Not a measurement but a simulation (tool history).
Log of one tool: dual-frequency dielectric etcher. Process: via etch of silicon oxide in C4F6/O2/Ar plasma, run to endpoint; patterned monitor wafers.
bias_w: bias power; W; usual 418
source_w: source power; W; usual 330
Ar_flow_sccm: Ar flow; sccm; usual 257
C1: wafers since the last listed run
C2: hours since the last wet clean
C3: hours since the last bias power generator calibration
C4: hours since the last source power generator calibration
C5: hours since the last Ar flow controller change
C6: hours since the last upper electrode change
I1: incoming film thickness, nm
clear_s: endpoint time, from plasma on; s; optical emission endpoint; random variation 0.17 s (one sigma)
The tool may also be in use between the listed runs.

{"run": 1, "hour": 0.0, "bias_w": 418, "source_w": 330, "Ar_flow_sccm": 257, "C1": 0, "C2": 155.3, "C3": 4245.4, "C4": 3263.3, "C5": 1826.9, "C6": 3876.5, "I1": 96.8, "clear_s": 23.4}
{"run": 2, "hour": 15.5, "bias_w": 418, "source_w": 330, "Ar_flow_sccm": 257, "C1": 244, "C2": 170.8, "C3": 4260.9, "C4": 3278.8, "C5": 1842.4, "C6": 3892, "I1": 97, "clear_s": 23.2}
{"run": 3, "hour": 31.3, "bias_w": 358, "source_w": 330, "Ar_flow_sccm": 277, "C1": 249, "C2": 186.6, "C3": 4276.7, "C4": 3294.6, "C5": 1858.2, "C6": 3907.8, "I1": 96.5, "clear_s": 25.8}
{"run": 4, "hour": 47.7, "bias_w": 418, "source_w": 330, "Ar_flow_sccm": 257, "C1": 258, "C2": 203, "C3": 4293.1, "C4": 3311, "C5": 1874.6, "C6": 3924.2, "I1": 96.8, "clear_s": 23.2}
{"run": 5, "hour": 64.7, "bias_w": 418, "source_w": 330, "Ar_flow_sccm": 257, "C1": 268, "C2": 220, "C3": 4310.1, "C4": 3328, "C5": 1891.6, "C6": 3941.2, "I1": 97, "clear_s": 23.2}
{"run": 6, "hour": 79.7, "bias_w": 418, "source_w": 330, "Ar_flow_sccm": 257, "C1": 236, "C2": 235, "C3": 4325.1, "C4": 3343, "C5": 1906.6, "C6": 3956.2, "I1": 96.7, "clear_s": 23.1}
{"run": 7, "hour": 95.4, "bias_w": 418, "source_w": 360, "Ar_flow_sccm": 257, "C1": 247, "C2": 250.7, "C3": 4340.8, "C4": 3358.7, "C5": 1922.3, "C6": 3971.9, "I1": 97.1, "clear_s": 22.2}
{"run": 8, "hour": 111.6, "bias_w": 418, "source_w": 330, "Ar_flow_sccm": 257, "C1": 255, "C2": 266.9, "C3": 4357, "C4": 3374.9, "C5": 1938.5, "C6": 3988.1, "I1": 97.2, "clear_s": 22.9}
{"hour": 125.2, "done": "Ar flow controller replaced"}
{"run": 9, "hour": 125.7, "bias_w": 418, "source_w": 330, "Ar_flow_sccm": 257, "C1": 127, "C2": 281, "C3": 4371.1, "C4": 3389, "C5": 0.5, "C6": 4002.2, "I1": 97.1, "clear_s": 22.9}
{"run": 10, "hour": 135.1, "bias_w": 418, "source_w": 330, "Ar_flow_sccm": 257, "C1": 148, "C2": 290.4, "C3": 4380.5, "C4": 3398.4, "C5": 9.9, "C6": 4011.6, "I1": 97.1, "clear_s": 23.2}
{"run": 11, "hour": 146.6, "bias_w": 418, "source_w": 330, "Ar_flow_sccm": 257, "C1": 181, "C2": 301.9, "C3": 4392, "C4": 3409.9, "C5": 21.4, "C6": 4023.1, "I1": 96.5, "clear_s": 23.2}
{"run": 12, "hour": 152.8, "bias_w": 418, "source_w": 330, "Ar_flow_sccm": 257, "C1": 97, "C2": 308.1, "C3": 4398.2, "C4": 3416.1, "C5": 27.6, "C6": 4029.3, "I1": 97.8, "clear_s": 23}
{"run": 13, "hour": 159.3, "bias_w": 418, "source_w": 330, "Ar_flow_sccm": 257, "C1": 102, "C2": 314.6, "C3": 4404.7, "C4": 3422.6, "C5": 34.1, "C6": 4035.8, "I1": 97.2, "clear_s": 23.1}
{"hour": 186.4, "done": "source power generator calibrated"}
{"run": 14, "hour": 213.1, "bias_w": 418, "source_w": 410, "Ar_flow_sccm": 257, "C1": 785, "C2": 368.4, "C3": 4458.5, "C4": 26.7, "C5": 87.9, "C6": 4089.6, "I1": 97.7, "clear_s": 20.5}
{"hour": 247.7, "done": "upper electrode replaced, of another model than before"}
{"run": 15, "hour": 248.2, "bias_w": 481, "source_w": 330, "Ar_flow_sccm": 314, "C1": 175, "C2": 403.5, "C3": 4493.6, "C4": 61.8, "C5": 123, "C6": 0.5, "I1": 96.7, "clear_s": 21.9}
{"run": 16, "hour": 248.5, "bias_w": 339, "source_w": 360, "Ar_flow_sccm": 292, "C1": 4, "C2": 403.8, "C3": 4493.9, "C4": 62.1, "C5": 123.3, "C6": 0.8, "I1": 96.4, "clear_s": 24.4}
{"hour": 276.2, "done": "wet clean of the chamber"}
{"hour": 279.8, "done": "bias power generator calibrated"}
{"run": 17, "hour": 280.3, "bias_w": 361, "source_w": 380, "Ar_flow_sccm": 224, "C1": 65, "C2": 4.1, "C3": 0.5, "C4": 93.9, "C5": 155.1, "C6": 32.6, "I1": 96.8, "clear_s": 23.3}

Run 18 comes next. What will it give?
{"run": 18, "hour": 303.5, "bias_w": 418, "source_w": 330, "Ar_flow_sccm": 257, "C1": 365, "C2": 27.3, "C3": 23.7, "C4": 117.1, "C5": 178.3, "C6": 55.8, "I1": 96.8, "clear_s": "?"}

clear_s: 23.7 s
Without the tool's hidden state the same run would have given clear_s 23.9 s.
